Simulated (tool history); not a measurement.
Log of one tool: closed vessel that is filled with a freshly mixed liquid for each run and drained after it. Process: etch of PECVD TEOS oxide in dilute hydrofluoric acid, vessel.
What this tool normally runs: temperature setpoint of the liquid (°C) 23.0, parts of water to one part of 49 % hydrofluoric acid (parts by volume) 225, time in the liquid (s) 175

run    hour  temperature setpoint of the liquid (°C)  parts of water to one part of 49 % hydrofluoric acid (parts by volume)  time in the liquid (s)  read-back film thickness of the PECVD TEOS oxide reference wafer, read on the same gauge (nm)  thickness taken off the PECVD TEOS oxide on a monitor wafer (Å)
  1     0.0                                     23.0                                                                     225                     175                                                                                          81.39                                                             54.9
  2    43.0                                     23.0                                                                     225                     175                                                                                          81.48                                                             55.4
  3    92.8                                     23.0                                                                     225                     175                                                                                          81.59                                                             55.3
  4   174.4                                     26.0                                                                     225                     175                                                                                          81.77                                                             62.0
  5   222.9                                     26.0                                                                     225                     175                                                                                          81.87                                                             62.2
  6   320.9                                     26.0                                                                     225                     175                                                                                          82.16                                                             62.2
  7   412.9                                     23.0                                                                     255                     175                                                                                          82.36                                                             48.1
  8   562.6                                     23.0                                                                     255                     175                                                                                          82.71                                                             48.1
  9   608.1                                     23.0                                                                     255                     175                                                                                          82.81                                                             48.1
 10   700.5                                     23.0                                                                     225                     140                                                                                          83.03                                                             45.2
 11   762.0                                     23.0                                                                     225                     175                                                                                          83.18                                                             56.4
 12   837.6                                     23.0                                                                     225                     175                                                                                          83.36                                                             56.6
 13   911.0                                     23.0                                                                     225                     175                                                                                          83.52                                                             56.5
 14   984.9                                     23.0                                                                     225                     175                                                                                          83.71                                                             56.4
 15  1075.9                                     23.0                                                                     225                     175                                                                                          83.93                                                             57.1
 16  1137.8                                     23.0                                                                     225                     175                                                                                          84.07                                                             57.2
 17  1205.2                                     23.0                                                                     225                     175                                                                                          84.24                                                             57.2
     1232.3  -- hydrofluoric acid flow meter replaced
 18  1257.3                                     19.5                                                                     280                     100                                                                                          84.34                                                             22.0
 19  1308.6                                     23.0                                                                     225                     140                                                                                          84.50                                                             46.4
 20  1363.8                                     20.5                                                                     190                     175                                                                                          84.61                                                             64.2
     1383.3  -- thermometer replaced
 21  1405.9                                     23.0                                                                     165                     220                                                                                          84.72                                                            104.5
     1443.3  -- gauge calibrated
 22  1457.3                                     23.0                                                                     225                     175                                                                                          79.76                                                             54.3
 23  1538.5                                     23.0                                                                     290                     205                                                                                          79.95                                                             45.7
 24  1599.2                                     18.0                                                                     225                     245                                                                                          80.08                                                             63.3
 25  1703.1                                     18.5                                                                     310                     140                                                                                          80.33                                                             24.6
 26  1915.2                                     23.0                                                                     225                     175                                                                                          80.85                                                             55.2
 27  2015.9                                     23.0                                                                     225                     175                                                                                          81.09                                                             55.2
 28  2107.1                                     23.0                                                                     225                     175                                                                                          81.31                                                             55.2
 29  2161.8                                     20.5                                                                     315                     240                                                                                          81.45                                                             45.7
 30  2267.4                                     20.5                                                                     130                      75                                                                                          81.68                                                             41.4
 31  2531.0                                     18.5                                                                     180                     175                                                                                          82.32                                                             61.5
 32  2585.6                                     23.0                                                                     225                     175                                                                                          82.43                                                             55.5
 33  2670.3                                     20.0                                                                     225                     175                                                                                          82.65                                                             49.9
     2747.6  -- hydrofluoric acid flow meter replaced
 34  2759.9                                     23.0                                                                     330                     175                                                                                          82.85                                                             34.5

Per-run results on a tool with no hidden state, each run keeping its own random variation:
The hidden state here: liquid colder than its thermometer reads (K); hydrofluoric acid flow below the setpoint (%); gauge reads high (%).
run  thickness taken off the PECVD TEOS oxide on a monitor wafer (Å)
  1                                                             54.0
  2                                                             54.4
  3                                                             54.2
  4                                                             60.6
  5                                                             60.7
  6                                                             60.5
  7                                                             46.7
  8                                                             46.6
  9                                                             46.5
 10                                                             43.6
 11                                                             54.2
 12                                                             54.3
 13                                                             54.2
 14                                                             53.9
 15                                                             54.4
 16                                                             54.4
 17                                                             54.4
 18                                                             20.9
 19                                                             44.0
 20                                                             60.7
 21                                                             98.7
 22                                                             54.5
 23                                                             45.8
 24                                                             63.2
 25                                                             24.5
 26                                                             54.6
 27                                                             54.5
 28                                                             54.3
 29                                                             44.9
 30                                                             40.6
 31                                                             59.7
 32                                                             53.9
 33                                                             48.3
 34                                                             33.3
